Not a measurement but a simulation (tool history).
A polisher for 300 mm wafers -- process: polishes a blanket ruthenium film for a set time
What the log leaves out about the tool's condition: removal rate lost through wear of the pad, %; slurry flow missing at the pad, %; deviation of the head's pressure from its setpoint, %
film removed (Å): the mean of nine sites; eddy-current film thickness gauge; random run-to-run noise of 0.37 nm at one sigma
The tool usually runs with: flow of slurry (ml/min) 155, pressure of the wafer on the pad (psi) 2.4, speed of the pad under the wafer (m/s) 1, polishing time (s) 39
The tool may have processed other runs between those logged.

run,hour,flow of slurry (ml/min),pressure of the wafer on the pad (psi),speed of the pad under the wafer (m/s),polishing time (s),wafers since the last listed run,wafers polished on this pad,hours since the slurry nozzle was cleaned,hours since the head pressure was calibrated,"incoming thickness of the incoming film, nm",film removed (Å)
1,0,155,2.4,0.82,39,0,223,733.9,349,357.7,395
2,7,155,2.4,0.82,39,87,310,740.9,356,365.8,392
3,24.8,155,2.9,1,39,221,532,758.7,373.8,354.7,505
# hour 31.5: worn pad replaced by a new one
4,36,155,2.9,1,39,89,55,769.9,385,361.5,530
5,48.3,155,2.9,1,39,153,209,782.2,397.3,360,522
6,56.8,155,2.4,1,39,105,314,790.7,405.8,358.6,472
7,69.1,155,2.4,1,39,153,468,803,418.1,353.5,453
# hour 71.6: head pressure recalibrated
# hour 81.3: worn pad replaced by a new one
8,84,155,2.4,1,39,110,33,817.9,12.4,361.1,430
9,96.7,155,2.4,1,30,158,192,830.6,25.1,358.6,318
# hour 105.7: slurry nozzle cleaned
# hour 112: worn pad replaced by a new one, repeated, since the last time left the tool worse
10,112.5,155,2.4,1.12,39,134,6,6.8,40.9,358.9,528
11,120,155,2.4,0.72,39,93,99,14.3,48.4,356.9,349
12,137.6,120,2.4,1,39,219,319,31.9,66,358.2,435
13,148.4,155,2.9,1,39,134,453,42.7,76.8,364.1,512
# hour 157.4: worn pad replaced by a new one
14,157.9,155,2.9,1,39,68,6,52.2,86.3,362.3,542
15,168.9,115,2.2,1.14,46,137,143,63.2,97.3,360.3,557
16,186.4,155,3,1,39,218,361,80.7,114.8,355.2,535
17,193.2,155,2,1,39,84,446,87.5,121.6,357.9,412
# hour 200.6: worn pad replaced by a new one
18,205.3,155,2.1,0.9,27,100,58,99.6,133.7,360.6,277
19,220.9,155,2.4,0.74,39,194,252,115.2,149.3,363.9,361

Here are 3 independent what-if runs from the current tool condition. What would each one return?
A,221.3,155,2.4,1,39,4,257,115.6,149.7,362.7,?
B,221.3,155,1.6,1,27,4,257,115.6,149.7,362.7,?
C,221.3,125,2.4,1,39,4,257,115.6,149.7,362.7,?

run,film removed (Å)
A,464
B,257
C,444
Without the tool's hidden state the same runs would have given:
run,film removed (Å)
A,479
B,265
C,458
